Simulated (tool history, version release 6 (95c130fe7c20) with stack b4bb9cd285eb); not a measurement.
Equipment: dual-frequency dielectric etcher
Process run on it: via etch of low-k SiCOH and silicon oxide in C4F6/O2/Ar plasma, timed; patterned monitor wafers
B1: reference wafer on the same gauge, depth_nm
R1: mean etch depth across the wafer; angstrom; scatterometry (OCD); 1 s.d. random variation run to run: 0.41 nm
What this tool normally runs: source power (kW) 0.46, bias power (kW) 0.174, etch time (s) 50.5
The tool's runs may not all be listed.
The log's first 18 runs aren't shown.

Run 19, hour 444: usual settings but bias power (kW) 0.214, etch time (s) 59.5; B1 95.9. Result: R1 1430 angstrom.
At hour 457.7: bias power generator calibrated.
Run 20, hour 460.5: usual settings but source power (kW) 0.54; B1 96.2. Result: R1 1174 angstrom.
At hour 479.8: gauge calibrated.
At hour 492.1: wet clean of the chamber, repeated, since the last time left the tool worse.
At hour 518: source power generator calibrated.
Run 21, hour 562.8: usual settings but source power (kW) 0.34; B1 96. Result: R1 1035 angstrom.
Run 22, hour 579.2: usual settings but etch time (s) 35.5; B1 95.9. Result: R1 807 angstrom.
Run 23, hour 600: usual settings but bias power (kW) 0.141, etch time (s) 35.5; B1 96. Result: R1 733 angstrom.
Run 24, hour 627.4: usual settings but source power (kW) 0.52, etch time (s) 59; B1 96. Result: R1 1384 angstrom.
Run 25, hour 651.6: usual settings but source power (kW) 0.41; B1 96. Result: R1 1095 angstrom.
Run 26, hour 682.6: usual settings but source power (kW) 0.54, bias power (kW) 0.143, etch time (s) 64.5; B1 96. Result: R1 1403 angstrom.
Run 27, hour 695.5: usual settings but source power (kW) 0.42, etch time (s) 55.5; B1 96.2. Result: R1 1212 angstrom.
Run 28, hour 728.7: usual settings but source power (kW) 0.5, bias power (kW) 0.148, etch time (s) 62; B1 96.1. Result: R1 1334 angstrom.
Run 29, hour 756: usual settings but source power (kW) 0.38, bias power (kW) 0.217, etch time (s) 46.5; B1 95.9. Result: R1 1086 angstrom.
Run 30, hour 782.3: usual settings; B1 95.9. Result: R1 1142 angstrom.

Branching from run 30: 3 alternative next runs. What would each branch give?
Run A, hour 782.7: usual settings but bias power (kW) 0.156; B1 ?. Result: R1 ?.
Run B, hour 782.7: usual settings but source power (kW) 0.42; B1 ?. Result: R1 ?.
Run C, hour 782.7: usual settings but etch time (s) 42; B1 ?. Result: R1 ?.

run  B1    R1
  A  96  1074
  B  96  1095
  C  96   939
Had the tool no hidden state, the same runs would have come out as:
run    R1
  A  1088
  B  1110
  C   951
